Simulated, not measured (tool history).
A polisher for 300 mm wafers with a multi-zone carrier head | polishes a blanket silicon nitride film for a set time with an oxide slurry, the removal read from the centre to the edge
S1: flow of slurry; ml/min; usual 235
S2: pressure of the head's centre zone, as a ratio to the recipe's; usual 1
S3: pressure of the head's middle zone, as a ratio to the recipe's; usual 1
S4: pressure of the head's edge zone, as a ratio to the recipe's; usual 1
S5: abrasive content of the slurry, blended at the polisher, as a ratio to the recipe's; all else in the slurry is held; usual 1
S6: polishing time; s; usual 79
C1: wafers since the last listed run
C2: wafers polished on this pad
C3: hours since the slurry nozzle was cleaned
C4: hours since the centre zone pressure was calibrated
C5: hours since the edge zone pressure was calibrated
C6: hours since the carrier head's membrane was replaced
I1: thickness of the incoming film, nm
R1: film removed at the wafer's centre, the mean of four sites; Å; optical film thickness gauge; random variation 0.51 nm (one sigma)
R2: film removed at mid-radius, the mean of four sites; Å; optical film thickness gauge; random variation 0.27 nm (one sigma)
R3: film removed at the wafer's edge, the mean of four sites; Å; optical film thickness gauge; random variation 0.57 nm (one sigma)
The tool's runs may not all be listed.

{"run": 1, "day": 0.0, "S1": 235, "S2": 1, "S3": 1, "S4": 1, "S5": 1, "S6": 79, "C1": 0, "C2": 1595, "C3": 198.1, "C4": 709.4, "C5": 889.3, "C6": 124.2, "I1": 422.2, "R1": 401, "R2": 397, "R3": 399}
{"day": 3.262, "done": "worn pad replaced by a new one"}
{"run": 2, "day": 3.283, "S1": 235, "S2": 1, "S3": 1, "S4": 1, "S5": 1, "S6": 79, "C1": 764, "C2": 5, "C3": 276.9, "C4": 788.2, "C5": 968.1, "C6": 203, "I1": 424.7, "R1": 407, "R2": 388, "R3": 388}
{"run": 3, "day": 5.983, "S1": 235, "S2": 1, "S3": 1, "S4": 1, "S5": 1, "S6": 79, "C1": 662, "C2": 667, "C3": 341.7, "C4": 853, "C5": 1032.9, "C6": 267.8, "I1": 423.7, "R1": 410, "R2": 385, "R3": 393}
{"run": 4, "day": 7.604, "S1": 235, "S2": 1, "S3": 1, "S4": 1, "S5": 1, "S6": 79, "C1": 397, "C2": 1065, "C3": 380.6, "C4": 891.9, "C5": 1071.8, "C6": 306.7, "I1": 420.4, "R1": 397, "R2": 379, "R3": 378}
{"run": 5, "day": 11.35, "S1": 235, "S2": 1, "S3": 1, "S4": 1, "S5": 1, "S6": 79, "C1": 919, "C2": 1984, "C3": 470.5, "C4": 981.8, "C5": 1161.7, "C6": 396.6, "I1": 424.1, "R1": 395, "R2": 371, "R3": 376}
{"day": 11.775, "done": "slurry nozzle cleaned"}
{"day": 12.4, "done": "worn pad replaced by a new one"}
{"run": 6, "day": 13.508, "S1": 235, "S2": 1, "S3": 1, "S4": 1, "S5": 1, "S6": 79, "C1": 478, "C2": 271, "C3": 41.6, "C4": 1033.6, "C5": 1213.5, "C6": 448.4, "I1": 410.9, "R1": 423, "R2": 403, "R3": 396}
{"day": 16.45, "done": "centre zone pressure recalibrated"}
{"run": 7, "day": 17.946, "S1": 235, "S2": 1, "S3": 1, "S4": 1, "S5": 1, "S6": 79, "C1": 1068, "C2": 1340, "C3": 148.1, "C4": 35.9, "C5": 1320, "C6": 554.9, "I1": 413.6, "R1": 390, "R2": 395, "R3": 394}
{"run": 8, "day": 20.929, "S1": 285, "S2": 1, "S3": 1, "S4": 1, "S5": 1, "S6": 79, "C1": 732, "C2": 2072, "C3": 219.7, "C4": 107.5, "C5": 1391.6, "C6": 626.5, "I1": 421.8, "R1": 409, "R2": 405, "R3": 406}
{"day": 21.25, "done": "worn pad replaced by a new one"}
{"day": 22.825, "done": "edge zone pressure recalibrated"}
{"day": 23.396, "done": "carrier head's membrane replaced by a new one"}
{"run": 9, "day": 24.996, "S1": 235, "S2": 1, "S3": 1, "S4": 1, "S5": 1, "S6": 79, "C1": 885, "C2": 847, "C3": 317.3, "C4": 205.1, "C5": 52.1, "C6": 38.4, "I1": 420.3, "R1": 377, "R2": 390, "R3": 389}
{"run": 10, "day": 28.329, "S1": 210, "S2": 0.92, "S3": 1, "S4": 1, "S5": 0.75, "S6": 79, "C1": 817, "C2": 1665, "C3": 397.3, "C4": 285.1, "C5": 132.1, "C6": 118.4, "I1": 415.2, "R1": 308, "R2": 323, "R3": 331}
{"run": 11, "day": 31.25, "S1": 235, "S2": 1, "S3": 1, "S4": 1, "S5": 1, "S6": 79, "C1": 716, "C2": 2381, "C3": 467.4, "C4": 355.2, "C5": 202.2, "C6": 188.5, "I1": 422.2, "R1": 374, "R2": 373, "R3": 386}
{"day": 32.146, "done": "worn pad replaced by a new one"}
{"day": 33.088, "done": "slurry nozzle cleaned"}
{"run": 12, "day": 34.888, "S1": 235, "S2": 1, "S3": 1, "S4": 0.93, "S5": 1, "S6": 100, "C1": 841, "C2": 662, "C3": 43.2, "C4": 442.5, "C5": 289.5, "C6": 275.8, "I1": 420.3, "R1": 510, "R2": 508, "R3": 485}

Run 13 comes next. What will it give?
{"run": 13, "day": 38.162, "S1": 235, "S2": 1, "S3": 1, "S4": 1, "S5": 1, "S6": 79, "C1": 803, "C2": 1465, "C3": 121.8, "C4": 521.1, "C5": 368.1, "C6": 354.4, "I1": 416.8, "R1": "?", "R2": "?", "R3": "?"}

R1: 406 Å
R2: 402 Å
R3: 382 Å
Without the tool's hidden state the same run would have given R1 403 Å, R2 404 Å, R3 384 Å.

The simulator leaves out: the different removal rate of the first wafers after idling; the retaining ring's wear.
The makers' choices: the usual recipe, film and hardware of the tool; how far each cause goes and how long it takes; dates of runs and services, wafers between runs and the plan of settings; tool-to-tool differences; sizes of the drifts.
